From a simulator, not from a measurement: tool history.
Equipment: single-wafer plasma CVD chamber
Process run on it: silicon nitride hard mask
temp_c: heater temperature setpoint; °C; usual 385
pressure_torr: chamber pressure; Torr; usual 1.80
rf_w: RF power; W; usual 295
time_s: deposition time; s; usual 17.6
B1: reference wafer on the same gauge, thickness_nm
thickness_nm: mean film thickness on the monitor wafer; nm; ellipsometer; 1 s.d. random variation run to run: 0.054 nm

Run 1, hour 0.0: usual settings but rf_w 320 W; B1 16.903. Result: thickness_nm 21.527 nm.
Run 2, hour 84.5: usual settings but rf_w 320 W; B1 16.902. Result: thickness_nm 21.391 nm.
Run 3, hour 105.5: usual settings but rf_w 320 W; B1 16.889. Result: thickness_nm 21.268 nm.
At hour 126.7: gauge calibrated.
Run 4, hour 129.7: usual settings; B1 16.888. Result: thickness_nm 19.877 nm.
Run 5, hour 164.4: usual settings; B1 16.904. Result: thickness_nm 19.722 nm.
At hour 175.6: capacitance manometer re-zeroed and calibrated.
Run 6, hour 185.2: usual settings; B1 16.909. Result: thickness_nm 19.454 nm.
At hour 208.0: thermocouple changed; heater temperature recalibrated.
Run 7, hour 218.0: usual settings but pressure_torr 2.11 Torr; B1 16.905. Result: thickness_nm 20.138 nm.
At hour 228.8: RF generator calibrated.
Run 8, hour 252.7: usual settings but pressure_torr 2.11 Torr; B1 16.899. Result: thickness_nm 20.976 nm.
Run 9, hour 274.6: usual settings but pressure_torr 2.11 Torr; B1 16.899. Result: thickness_nm 21.138 nm.
Run 10, hour 361.8: usual settings; B1 16.886. Result: thickness_nm 20.201 nm.
Run 11, hour 376.7: usual settings but temp_c 392 °C; B1 16.905. Result: thickness_nm 20.257 nm.
Run 12, hour 405.0: usual settings; B1 16.899. Result: thickness_nm 20.355 nm.
Run 13, hour 417.9: usual settings but temp_c 391 °C, rf_w 270 W, time_s 14.1 s; B1 16.911. Result: thickness_nm 14.910 nm.
Run 14, hour 440.8: usual settings but temp_c 391 °C; B1 16.898. Result: thickness_nm 20.402 nm.
Run 15, hour 464.9: usual settings; B1 16.887. Result: thickness_nm 20.370 nm.
At hour 488.3: showerhead replaced.
Run 16, hour 488.8: usual settings; B1 16.897. Result: thickness_nm 20.429 nm.
Run 17, hour 511.6: usual settings; B1 16.906. Result: thickness_nm 20.336 nm.
Run 18, hour 535.6: usual settings; B1 16.906. Result: thickness_nm 20.396 nm.
Run 19, hour 552.8: usual settings but temp_c 374 °C, pressure_torr 2.02 Torr, rf_w 330 W, time_s 15.1 s; B1 16.908. Result: thickness_nm 19.881 nm.
Run 20, hour 575.9: usual settings; B1 16.894. Result: thickness_nm 20.396 nm.
Run 21, hour 608.1: usual settings but rf_w 235 W; B1 16.910. Result: thickness_nm 16.358 nm.
Run 22, hour 638.1: usual settings but rf_w 255 W, time_s 16.2 s; B1 16.897. Result: thickness_nm 16.413 nm.
Run 23, hour 655.5: usual settings; B1 16.903. Result: thickness_nm 20.492 nm.
Run 24, hour 671.4: usual settings; B1 16.899. Result: thickness_nm 20.226 nm.
Run 25, hour 693.9: usual settings but temp_c 397 °C, pressure_torr 1.43 Torr, rf_w 320 W; B1 16.885. Result: thickness_nm 20.488 nm.
Run 26, hour 723.5: usual settings but time_s 15.7 s; B1 16.912. Result: thickness_nm 18.108 nm.
Run 27, hour 745.2: usual settings but pressure_torr 1.44 Torr; B1 16.903. Result: thickness_nm 19.221 nm.
Run 28, hour 772.7: usual settings but temp_c 372 °C, time_s 15.6 s; B1 16.895. Result: thickness_nm 18.237 nm.
Run 29, hour 790.5: usual settings but pressure_torr 2.20 Torr, time_s 19.0 s; B1 16.893. Result: thickness_nm 22.953 nm.
Run 30, hour 812.1: usual settings but temp_c 371 °C, pressure_torr 1.69 Torr, rf_w 240 W, time_s 19.5 s; B1 16.903. Result: thickness_nm 18.240 nm.

Alternative continuations, all from the tool just after run 30; predict every row:
Run A, hour 812.5: usual settings but rf_w 310 W; B1 ?. Result: thickness_nm ?.
Run B, hour 812.5: usual settings but pressure_torr 2.16 Torr, rf_w 235 W; B1 ?. Result: thickness_nm ?.
Run C, hour 812.5: usual settings but temp_c 396 °C; B1 ?. Result: thickness_nm ?.

run      B1  thickness_nm
  A  16.891        21.213
  B  16.891        16.965
  C  16.891        20.201
Take away the tool's hidden state, keep each run's random variation, and the runs would have read:
run  thickness_nm
  A        21.138
  B        16.951
  C        20.137
